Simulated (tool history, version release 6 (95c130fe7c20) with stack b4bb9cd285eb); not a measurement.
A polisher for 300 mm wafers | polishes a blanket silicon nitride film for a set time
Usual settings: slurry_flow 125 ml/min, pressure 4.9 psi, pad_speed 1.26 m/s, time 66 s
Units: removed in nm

run	hour	slurry_flow	pressure	pad_speed	time	incoming thickness of the incoming film, nm	removed
1	0	125	4.3	1.44	66	537.6	163.1
2	8.4	125	4.3	1.44	66	536.5	162.3
3	22.3	125	4.3	1.44	66	540.8	163.1
4	32.5	125	4.9	1.08	66	545.4	142.3
5	50.4	125	4.9	1.08	66	537.9	141.2
6	64.6	125	4.9	1.08	66	545.8	141
7	77.8	125	4.9	1.26	66	544.5	158.6
8	92.9	125	3.3	1.02	66	534.2	109.5
9	108.1	125	4.4	1.08	79	543	158.3
10	120.9	125	4.9	1.26	66	540.4	156.6
11	126.6	125	3.2	1.68	86	541	204.9
12	141.1	165	4	1.26	66	548.6	147.8
13	152.5	125	4.3	1.26	66	545.1	147.4
14	168.7	125	4.9	1.08	66	534.4	143.9

Taken out of this log: 4 entries between the listed runs. Where each belongs, and how the hidden state differs across it:
Between runs 3 and 4: worn pad replaced by a new one (hour 31.2)
  no hidden state differs between the two runs
Between runs 7 and 8: slurry nozzle cleaned (hour 85.8)
  no hidden state differs between the two runs
Between runs 9 and 10: worn pad replaced by a new one (hour 120.4)
  no hidden state differs between the two runs
Between runs 11 and 12: head pressure recalibrated (hour 129)
  no hidden state differs between the two runs
